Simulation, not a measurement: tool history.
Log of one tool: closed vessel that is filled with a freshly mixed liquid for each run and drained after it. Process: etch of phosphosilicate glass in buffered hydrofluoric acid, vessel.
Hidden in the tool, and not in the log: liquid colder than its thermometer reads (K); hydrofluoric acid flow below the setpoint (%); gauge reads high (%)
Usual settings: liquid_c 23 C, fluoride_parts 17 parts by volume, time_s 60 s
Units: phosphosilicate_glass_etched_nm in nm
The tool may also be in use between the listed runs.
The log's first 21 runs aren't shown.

run,day,liquid_c,fluoride_parts,time_s,wafers since the last listed run,hours since the thermometer was replaced,hours since the hydrofluoric acid flow meter was replaced,hours since the gauge calibration,"read-back film thickness of the phosphosilicate glass reference wafer, read on the same gauge (nm)",phosphosilicate_glass_etched_nm
# day 76.467: hydrofluoric acid flow meter replaced
22,76.712,18,23.5,60,15820,997.5,5.9,976.4,141.95,162.74
23,79.462,23,14.5,35,4407,1063.5,71.9,1042.4,141.98,194.41
24,83.146,20.5,17,95,5903,1151.9,160.3,1130.8,142.09,390.5
25,86.521,20,24,85,5409,1232.9,241.3,1211.8,142.3,255.28
26,89.738,25.5,14.5,30,5155,1310.1,318.5,1289,142.45,189.08
27,102.912,26.5,21.5,60,21116,1626.3,634.7,1605.2,142.89,278.44
28,105.683,27.5,19,50,4441,1692.8,701.2,1671.7,143.08,268.42
# day 108.45: gauge calibrated
29,109.479,23,17,60,6083,1783.9,792.3,24.7,140.04,279.83
# day 110.742: thermometer replaced
30,111.758,24.5,15,45,3586,24.4,847,79.4,140.12,256.58
31,115.929,25.5,17,85,6684,124.5,947.1,179.5,140.26,452.16
32,120.229,24.5,17,60,6891,227.7,1050.3,282.7,140.44,304.38

4 ways to go on from here, each from the tool as it stands after run 32. What would each give?
A,120.258,20,17,60,46,228.4,1051,283.4,?,?
B,120.258,21,17,60,46,228.4,1051,283.4,?,?
C,120.258,26.5,17,60,46,228.4,1051,283.4,?,?
D,120.258,19,17,60,46,228.4,1051,283.4,?,?

run,"read-back film thickness of the phosphosilicate glass reference wafer, read on the same gauge (nm)",phosphosilicate_glass_etched_nm
A,140.43,237.5
B,140.43,251.15
C,140.43,339.43
D,140.43,224.5
Without the tool's hidden state the same runs would have given:
run,phosphosilicate_glass_etched_nm
A,236.71
B,250.33
C,338.31
D,223.76
